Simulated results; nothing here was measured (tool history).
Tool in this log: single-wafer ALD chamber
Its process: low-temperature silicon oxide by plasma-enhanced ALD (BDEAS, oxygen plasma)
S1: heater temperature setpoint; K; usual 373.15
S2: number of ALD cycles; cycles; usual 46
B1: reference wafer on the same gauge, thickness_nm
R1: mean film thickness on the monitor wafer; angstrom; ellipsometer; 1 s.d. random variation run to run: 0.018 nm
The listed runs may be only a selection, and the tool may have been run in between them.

| run | day | S1 | S2 | B1 | R1 |
|---|---|---|---|---|---|
| 1 | 0 | 373.15 | 46 | 5.095 | 58.3 |
| 2 | 1.483 | 373.15 | 46 | 5.096 | 58.29 |
| 3 | 2 | 373.15 | 46 | 5.098 | 58.45 |
| 4 | 3.408 | 373.15 | 46 | 5.107 | 58.4 |
| 5 | 4.9 | 377.15 | 46 | 5.11 | 58.06 |
| 6 | 6.254 | 377.15 | 46 | 5.12 | 58.22 |
| 7 | 7.383 | 377.15 | 46 | 5.117 | 57.86 |
| 8 | 7.992 | 363.15 | 55 | 5.123 | 72.29 |
| 9 | 9.279 | 377.15 | 46 | 5.128 | 58.27 |
| 10 | 12.05 | 362.15 | 46 | 5.132 | 60.75 |
| 11 | 13.083 | 362.15 | 42 | 5.059 | 54.55 |
| 12 | 13.954 | 361.15 | 54 | 5.071 | 70.75 |
| 13 | 15.042 | 362.15 | 42 | 5.073 | 54.77 |
| 14 | 16.392 | 362.15 | 37 | 5.078 | 48.38 |
| 15 | 17.254 | 373.15 | 46 | 5.08 | 57.78 |

Removed from this log: 2 entries logged between the listed runs. Between which two listed runs does each belong, and how does the tool's hidden state at the listed run before it compare with that at the listed run after it?
After run 9, before run 10: thermocouple changed; heater temperature recalibrated (day 12.029)
  gauge reads high (%): 1.29 -> 1.48
  measured result minus the result with no hidden state, R1: +0.74 -> +0.88 angstrom
After run 10, before run 11: gauge calibrated (day 12.267)
  gauge reads high (%): 1.48 -> 0.113
  measured result minus the result with no hidden state, R1: +0.88 -> +0.06 angstrom

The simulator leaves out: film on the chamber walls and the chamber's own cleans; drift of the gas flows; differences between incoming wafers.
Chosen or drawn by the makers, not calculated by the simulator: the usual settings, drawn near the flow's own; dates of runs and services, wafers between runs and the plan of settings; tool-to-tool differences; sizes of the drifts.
